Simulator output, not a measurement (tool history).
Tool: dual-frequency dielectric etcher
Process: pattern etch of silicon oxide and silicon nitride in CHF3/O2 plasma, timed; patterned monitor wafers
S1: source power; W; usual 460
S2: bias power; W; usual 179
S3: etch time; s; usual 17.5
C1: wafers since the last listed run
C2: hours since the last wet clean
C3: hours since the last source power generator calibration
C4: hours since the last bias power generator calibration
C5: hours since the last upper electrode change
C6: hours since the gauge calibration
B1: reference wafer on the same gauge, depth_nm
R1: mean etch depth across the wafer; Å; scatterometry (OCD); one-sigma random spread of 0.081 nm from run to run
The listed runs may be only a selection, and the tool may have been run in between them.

run    hour   S1   S2    S3    C1     C2      C3      C4      C5      C6     B1     R1
  1     0.0  460  146  17.5     0  300.0  1341.5   464.1  2613.9   110.7  28.51  220.9
  2    74.8  460  146  17.5  1480  374.8  1416.3   538.9  2688.7   185.5  28.52  221.0
      175.3  -- wet clean of the chamber
  3   181.7  460  179  17.5  1641    6.4  1523.2   645.8  2795.6   292.4  28.50  241.7
  4   255.7  460  179  17.5  1464   80.4  1597.2   719.8  2869.6   366.4  28.50  238.3
  5   324.8  460  179  17.5  1367  149.5  1666.3   788.9  2938.7   435.5  28.47  238.8
  6   432.2  460  212  17.5  2126  256.9  1773.7   896.3  3046.1   542.9  28.51  252.2
      649.8  -- wet clean of the chamber
  7   657.1  460  179  20.5  3976    7.3  1998.6  1121.2  3271.0   767.8  28.51  285.2
  8   739.0  460  179  20.5  1621   89.2  2080.5  1203.1  3352.9   849.7  28.50  283.9
  9   842.9  460  179  20.5  2056  193.1  2184.4  1307.0  3456.8   953.6  28.51  282.6
      895.6  -- upper electrode replaced
 10  1002.5  460  179  17.5  2684  352.7  2344.0  1466.6   106.9  1113.2  28.47  238.6
     1115.3  -- wet clean of the chamber
 11  1115.8  460  179  17.5  1767    0.5  2457.3  1579.9   220.2  1226.5  28.53  243.9
 12  1149.6  530  179  17.5   669   34.3  2491.1  1613.7   254.0  1260.3  28.49  253.1
 13  1217.1  460  179  17.5  1336  101.8  2558.6  1681.2   321.5  1327.8  28.49  242.9
 14  1256.7  460  179  17.5   783  141.4  2598.2  1720.8   361.1  1367.4  28.50  242.7
     1276.7  -- source power generator calibrated
     1277.3  -- gauge calibrated
 15  1319.2  380  179  15.0  1158  203.9    42.5  1783.3   423.6    41.9  28.53  197.2
 16  1375.2  500  179  15.5  1108  259.9    98.5  1839.3   479.6    97.9  28.51  217.7
 17  1465.3  520  207  17.5  1783  350.0   188.6  1929.4   569.7   188.0  28.50  258.6
     1497.0  -- bias power generator calibrated
 18  1549.0  380  179  16.0  1577  433.7   272.3    52.0   653.4   271.7  28.50  204.5
 19  1618.2  460  204  13.5  1369  502.9   341.5   121.2   722.6   340.9  28.49  190.2
     1645.5  -- wet clean of the chamber
 20  1721.3  370  135  17.5  1565   75.8   444.6   224.3   825.7   444.0  28.50  207.1
 21  1826.1  530  156  20.0  2074  180.6   549.4   329.1   930.5   548.8  28.52  269.9
 22  1879.4  390  193  17.5  1055  233.9   602.7   382.4   983.8   602.1  28.50  234.6
 23  1965.7  510  179  17.5  1708  320.2   689.0   468.7  1070.1   688.4  28.51  242.2
 24  2066.1  460  191  14.5  1987  420.6   789.4   569.1  1170.5   788.8  28.50  200.3

Here are 4 independent what-if runs from the current tool condition. What would each one return?
  A  2066.5  460  166  17.5   7  421.0  789.8  569.5  1170.9  789.2   ?   ?
  B  2066.5  360  179  17.5   7  421.0  789.8  569.5  1170.9  789.2   ?   ?
  C  2066.5  550  134  14.0   7  421.0  789.8  569.5  1170.9  789.2   ?   ?
  D  2066.5  420  199  21.5   7  421.0  789.8  569.5  1170.9  789.2   ?   ?

run     B1     R1
  A  28.51  229.6
  B  28.51  222.1
  C  28.51  179.5
  D  28.51  293.6
Without the tool's unlogged condition, the same runs would have read:
run     R1
  A  234.9
  B  227.2
  C  183.6
  D  300.3
